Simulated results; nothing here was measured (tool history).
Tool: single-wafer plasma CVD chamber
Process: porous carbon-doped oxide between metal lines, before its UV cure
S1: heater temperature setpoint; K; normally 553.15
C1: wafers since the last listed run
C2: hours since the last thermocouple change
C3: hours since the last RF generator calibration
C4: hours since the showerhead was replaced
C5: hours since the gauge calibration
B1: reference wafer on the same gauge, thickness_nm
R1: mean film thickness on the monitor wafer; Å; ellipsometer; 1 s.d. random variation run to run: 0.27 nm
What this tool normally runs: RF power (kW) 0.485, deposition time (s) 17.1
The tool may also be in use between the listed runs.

run 1 hour=0.0 | S1=553.15 RF_power_(kW)=0.485 deposition_time_(s)=17.1 | C1=0 C2=1683.6 C3=896.0 C4=2684.4 C5=1000.9 | B1=94.656 | R1=1074.95
run 2 hour=35.4 | S1=553.15 RF_power_(kW)=0.485 deposition_time_(s)=17.1 | C1=1058 C2=1719.0 C3=931.4 C4=2719.8 C5=1036.3 | B1=94.583 | R1=1076.19
run 3 hour=101.3 | S1=553.15 RF_power_(kW)=0.485 deposition_time_(s)=19.3 | C1=1970 C2=1784.9 C3=997.3 C4=2785.7 C5=1102.2 | B1=94.496 | R1=1207.74
run 4 hour=148.1 | S1=553.15 RF_power_(kW)=0.485 deposition_time_(s)=17.1 | C1=1399 C2=1831.7 C3=1044.1 C4=2832.5 C5=1149.0 | B1=94.465 | R1=1072.51
run 5 hour=217.4 | S1=553.15 RF_power_(kW)=0.485 deposition_time_(s)=17.1 | C1=2071 C2=1901.0 C3=1113.4 C4=2901.8 C5=1218.3 | B1=94.432 | R1=1073.94
run 6 hour=274.1 | S1=553.15 RF_power_(kW)=0.485 deposition_time_(s)=17.1 | C1=1695 C2=1957.7 C3=1170.1 C4=2958.5 C5=1275.0 | B1=94.463 | R1=1071.90
run 7 hour=301.1 | S1=553.15 RF_power_(kW)=0.485 deposition_time_(s)=17.1 | C1=807 C2=1984.7 C3=1197.1 C4=2985.5 C5=1302.0 | B1=94.374 | R1=1073.39
run 8 hour=484.9 | S1=553.15 RF_power_(kW)=0.515 deposition_time_(s)=17.1 | C1=5495 C2=2168.5 C3=1380.9 C4=3169.3 C5=1485.8 | B1=94.304 | R1=1134.91
run 9 hour=532.4 | S1=553.15 RF_power_(kW)=0.515 deposition_time_(s)=17.1 | C1=1420 C2=2216.0 C3=1428.4 C4=3216.8 C5=1533.3 | B1=94.258 | R1=1134.57
run 10 hour=590.9 | S1=553.15 RF_power_(kW)=0.485 deposition_time_(s)=17.1 | C1=1749 C2=2274.5 C3=1486.9 C4=3275.3 C5=1591.8 | B1=94.275 | R1=1066.61
run 11 hour=636.2 | S1=553.15 RF_power_(kW)=0.485 deposition_time_(s)=17.1 | C1=1354 C2=2319.8 C3=1532.2 C4=3320.6 C5=1637.1 | B1=94.254 | R1=1073.50
run 12 hour=675.1 | S1=553.15 RF_power_(kW)=0.485 deposition_time_(s)=15.0 | C1=1163 C2=2358.7 C3=1571.1 C4=3359.5 C5=1676.0 | B1=94.215 | R1=946.69
-- hour=734.8 showerhead replaced
run 13 hour=735.2 | S1=553.15 RF_power_(kW)=0.445 deposition_time_(s)=17.1 | C1=1557 C2=2418.8 C3=1631.2 C4=0.4 C5=1736.1 | B1=94.138 | R1=975.56
run 14 hour=766.4 | S1=553.15 RF_power_(kW)=0.445 deposition_time_(s)=17.1 | C1=932 C2=2450.0 C3=1662.4 C4=31.6 C5=1767.3 | B1=94.169 | R1=976.92
run 15 hour=797.4 | S1=553.15 RF_power_(kW)=0.485 deposition_time_(s)=17.1 | C1=926 C2=2481.0 C3=1693.4 C4=62.6 C5=1798.3 | B1=94.170 | R1=1071.47
run 16 hour=859.9 | S1=553.15 RF_power_(kW)=0.485 deposition_time_(s)=17.1 | C1=1868 C2=2543.5 C3=1755.9 C4=125.1 C5=1860.8 | B1=94.239 | R1=1075.90
run 17 hour=890.9 | S1=561.15 RF_power_(kW)=0.485 deposition_time_(s)=13.8 | C1=926 C2=2574.5 C3=1786.9 C4=156.1 C5=1891.8 | B1=94.091 | R1=833.12
run 18 hour=957.2 | S1=553.15 RF_power_(kW)=0.485 deposition_time_(s)=20.3 | C1=1982 C2=2640.8 C3=1853.2 C4=222.4 C5=1958.1 | B1=94.016 | R1=1255.67
-- hour=989.1 thermocouple changed; heater temperature recalibrated
run 19 hour=1000.0 | S1=564.15 RF_power_(kW)=0.395 deposition_time_(s)=14.0 | C1=1040 C2=10.9 C3=1896.0 C4=265.2 C5=2000.9 | B1=94.035 | R1=652.78
-- hour=1005.8 gauge calibrated
run 20 hour=1058.7 | S1=539.15 RF_power_(kW)=0.425 deposition_time_(s)=18.9 | C1=1755 C2=69.6 C3=1954.7 C4=323.9 C5=52.9 | B1=94.744 | R1=1116.96
run 21 hour=1102.3 | S1=553.15 RF_power_(kW)=0.485 deposition_time_(s)=17.1 | C1=1303 C2=113.2 C3=1998.3 C4=367.5 C5=96.5 | B1=94.844 | R1=1073.38
run 22 hour=1213.8 | S1=553.15 RF_power_(kW)=0.570 deposition_time_(s)=19.6 | C1=3333 C2=224.7 C3=2109.8 C4=479.0 C5=208.0 | B1=94.813 | R1=1421.39
run 23 hour=1282.5 | S1=563.15 RF_power_(kW)=0.485 deposition_time_(s)=14.1 | C1=2054 C2=293.4 C3=2178.5 C4=547.7 C5=276.7 | B1=94.634 | R1=839.01
run 24 hour=1343.3 | S1=553.15 RF_power_(kW)=0.485 deposition_time_(s)=17.1 | C1=1817 C2=354.2 C3=2239.3 C4=608.5 C5=337.5 | B1=94.732 | R1=1078.71
-- hour=1387.7 RF generator calibrated
run 25 hour=1483.5 | S1=553.15 RF_power_(kW)=0.520 deposition_time_(s)=17.1 | C1=3952 C2=494.4 C3=95.8 C4=748.7 C5=477.7 | B1=94.748 | R1=1145.33
run 26 hour=1535.5 | S1=565.15 RF_power_(kW)=0.545 deposition_time_(s)=14.8 | C1=1554 C2=546.4 C3=147.8 C4=800.7 C5=529.7 | B1=94.634 | R1=968.31
run 27 hour=1581.3 | S1=547.15 RF_power_(kW)=0.555 deposition_time_(s)=16.0 | C1=1369 C2=592.2 C3=193.6 C4=846.5 C5=575.5 | B1=94.612 | R1=1179.72
run 28 hour=1641.1 | S1=561.15 RF_power_(kW)=0.570 deposition_time_(s)=15.7 | C1=1787 C2=652.0 C3=253.4 C4=906.3 C5=635.3 | B1=94.636 | R1=1094.67
run 29 hour=1704.6 | S1=543.15 RF_power_(kW)=0.525 deposition_time_(s)=18.6 | C1=1898 C2=715.5 C3=316.9 C4=969.8 C5=698.8 | B1=94.529 | R1=1332.33
run 30 hour=1762.4 | S1=553.15 RF_power_(kW)=0.570 deposition_time_(s)=15.3 | C1=1728 C2=773.3 C3=374.7 C4=1027.6 C5=756.6 | B1=94.517 | R1=1114.97
run 31 hour=1792.8 | S1=566.15 RF_power_(kW)=0.440 deposition_time_(s)=17.1 | C1=908 C2=803.7 C3=405.1 C4=1058.0 C5=787.0 | B1=94.571 | R1=897.08
run 32 hour=1820.8 | S1=545.15 RF_power_(kW)=0.405 deposition_time_(s)=16.2 | C1=837 C2=831.7 C3=433.1 C4=1086.0 C5=815.0 | B1=94.422 | R1=870.93
run 33 hour=1851.0 | S1=553.15 RF_power_(kW)=0.485 deposition_time_(s)=17.1 | C1=902 C2=861.9 C3=463.3 C4=1116.2 C5=845.2 | B1=94.399 | R1=1072.56

What if the next run were any one of these 3? Each begins from the tool's condition after run 33:
run A hour=1851.4 | S1=553.15 RF_power_(kW)=0.485 deposition_time_(s)=18.1 | C1=11 C2=862.3 C3=463.7 C4=1116.6 C5=845.6 | B1=? | R1=?
run B hour=1851.4 | S1=564.15 RF_power_(kW)=0.420 deposition_time_(s)=17.1 | C1=11 C2=862.3 C3=463.7 C4=1116.6 C5=845.6 | B1=? | R1=?
run C hour=1851.4 | S1=545.15 RF_power_(kW)=0.570 deposition_time_(s)=15.8 | C1=11 C2=862.3 C3=463.7 C4=1116.6 C5=845.6 | B1=? | R1=?

run=A B1=94.433 R1=1133.90
run=B B1=94.433 R1=859.37
run=C B1=94.433 R1=1209.95
Had the tool no hidden state, the same runs would have come out as:
run=A R1=1140.11
run=B R1=864.08
run=C R1=1216.58
